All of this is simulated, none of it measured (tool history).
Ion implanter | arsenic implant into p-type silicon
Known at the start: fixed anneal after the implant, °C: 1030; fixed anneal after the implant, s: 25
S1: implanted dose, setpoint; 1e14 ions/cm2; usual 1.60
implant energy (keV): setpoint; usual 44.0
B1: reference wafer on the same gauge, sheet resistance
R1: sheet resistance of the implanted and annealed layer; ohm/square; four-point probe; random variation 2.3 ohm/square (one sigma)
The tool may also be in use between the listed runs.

{"run": 1, "day": 0.0, "S1": 1.6, "implant energy (keV)": 44.0, "B1": 454.65, "R1": 393.07}
{"run": 2, "day": 3.388, "S1": 1.6, "implant energy (keV)": 44.0, "B1": 453.7, "R1": 391.71}
{"run": 3, "day": 6.446, "S1": 1.78, "implant energy (keV)": 44.0, "B1": 453.68, "R1": 359.99}
{"run": 4, "day": 10.871, "S1": 1.78, "implant energy (keV)": 44.0, "B1": 453.97, "R1": 361.21}
{"run": 5, "day": 13.95, "S1": 1.78, "implant energy (keV)": 44.0, "B1": 453.73, "R1": 361.57}
{"run": 6, "day": 16.062, "S1": 1.6, "implant energy (keV)": 51.5, "B1": 454.35, "R1": 374.64}
{"run": 7, "day": 19.738, "S1": 1.6, "implant energy (keV)": 51.5, "B1": 453.31, "R1": 378.47}
{"run": 8, "day": 23.746, "S1": 1.95, "implant energy (keV)": 44.0, "B1": 454.57, "R1": 335.54}
{"day": 27.383, "done": "Faraday cup replaced and dose calibrated"}
{"run": 9, "day": 29.938, "S1": 1.6, "implant energy (keV)": 51.0, "B1": 453.25, "R1": 384.36}
{"run": 10, "day": 31.683, "S1": 1.6, "implant energy (keV)": 51.0, "B1": 453.94, "R1": 389.82}
{"run": 11, "day": 33.892, "S1": 1.6, "implant energy (keV)": 44.0, "B1": 454.02, "R1": 396.08}
{"run": 12, "day": 37.296, "S1": 1.6, "implant energy (keV)": 44.0, "B1": 454.81, "R1": 396.96}
{"run": 13, "day": 40.167, "S1": 1.6, "implant energy (keV)": 44.0, "B1": 453.87, "R1": 394.84}
{"run": 14, "day": 42.533, "S1": 1.23, "implant energy (keV)": 52.5, "B1": 454.46, "R1": 459.19}
{"day": 45.579, "done": "gauge calibrated"}
{"run": 15, "day": 46.967, "S1": 1.33, "implant energy (keV)": 56.0, "B1": 454.53, "R1": 433.18}
{"run": 16, "day": 51.212, "S1": 1.23, "implant energy (keV)": 29.0, "B1": 454.26, "R1": 510.97}
{"run": 17, "day": 55.117, "S1": 1.6, "implant energy (keV)": 44.0, "B1": 453.78, "R1": 394.82}
{"run": 18, "day": 58.821, "S1": 1.6, "implant energy (keV)": 32.5, "B1": 454.37, "R1": 416.82}
{"run": 19, "day": 60.538, "S1": 1.92, "implant energy (keV)": 57.5, "B1": 454.21, "R1": 328.97}
{"run": 20, "day": 62.542, "S1": 1.3, "implant energy (keV)": 53.5, "B1": 454.44, "R1": 440.65}
{"run": 21, "day": 65.038, "S1": 1.6, "implant energy (keV)": 29.5, "B1": 454.16, "R1": 416.8}
{"run": 22, "day": 66.954, "S1": 1.6, "implant energy (keV)": 44.0, "B1": 453.41, "R1": 388.48}
{"day": 68.221, "done": "extraction supply calibrated"}
{"run": 23, "day": 69.642, "S1": 1.17, "implant energy (keV)": 53.0, "B1": 454.41, "R1": 472.92}
{"run": 24, "day": 73.333, "S1": 1.6, "implant energy (keV)": 44.0, "B1": 453.74, "R1": 395.63}
{"run": 25, "day": 75.483, "S1": 1.6, "implant energy (keV)": 44.0, "B1": 454.15, "R1": 392.77}
{"run": 26, "day": 77.571, "S1": 1.97, "implant energy (keV)": 44.0, "B1": 454.04, "R1": 339.75}
{"run": 27, "day": 81.092, "S1": 1.86, "implant energy (keV)": 57.5, "B1": 454.68, "R1": 334.44}
{"run": 28, "day": 85.154, "S1": 1.29, "implant energy (keV)": 53.0, "B1": 453.68, "R1": 433.5}
{"run": 29, "day": 87.021, "S1": 1.6, "implant energy (keV)": 44.0, "B1": 454.17, "R1": 388.95}
{"run": 30, "day": 88.925, "S1": 1.35, "implant energy (keV)": 55.5, "B1": 453.95, "R1": 416.4}
{"run": 31, "day": 91.246, "S1": 1.26, "implant energy (keV)": 30.0, "B1": 453.75, "R1": 486.94}
{"run": 32, "day": 95.488, "S1": 1.36, "implant energy (keV)": 31.0, "B1": 453.92, "R1": 457.85}
{"run": 33, "day": 99.833, "S1": 2.06, "implant energy (keV)": 51.5, "B1": 453.32, "R1": 311.34}
{"run": 34, "day": 102.271, "S1": 1.27, "implant energy (keV)": 56.0, "B1": 453.52, "R1": 429.46}
{"run": 35, "day": 106.171, "S1": 1.6, "implant energy (keV)": 44.0, "B1": 453.89, "R1": 381.8}
{"day": 106.917, "done": "Faraday cup replaced and dose calibrated"}
{"run": 36, "day": 108.3, "S1": 1.6, "implant energy (keV)": 44.0, "B1": 454.02, "R1": 395.97}
{"run": 37, "day": 112.562, "S1": 2.04, "implant energy (keV)": 44.0, "B1": 453.88, "R1": 329.6}

Forecast each of these 4 alternatives for the next run:
{"run": "A", "day": 112.579, "S1": 1.17, "implant energy (keV)": 44.0, "B1": "?", "R1": "?"}
{"run": "B", "day": 112.579, "S1": 1.83, "implant energy (keV)": 53.0, "B1": "?", "R1": "?"}
{"run": "C", "day": 112.579, "S1": 1.73, "implant energy (keV)": 50.0, "B1": "?", "R1": "?"}
{"run": "D", "day": 112.579, "S1": 1.47, "implant energy (keV)": 58.0, "B1": "?", "R1": "?"}

run=A B1=454.00 R1=495.24
run=B B1=454.00 R1=352.99
run=C B1=454.00 R1=370.64
run=D B1=454.00 R1=404.24
Without the tool's hidden state the same runs would have given:
run=A R1=495.53
run=B R1=353.21
run=C R1=370.87
run=D R1=404.48
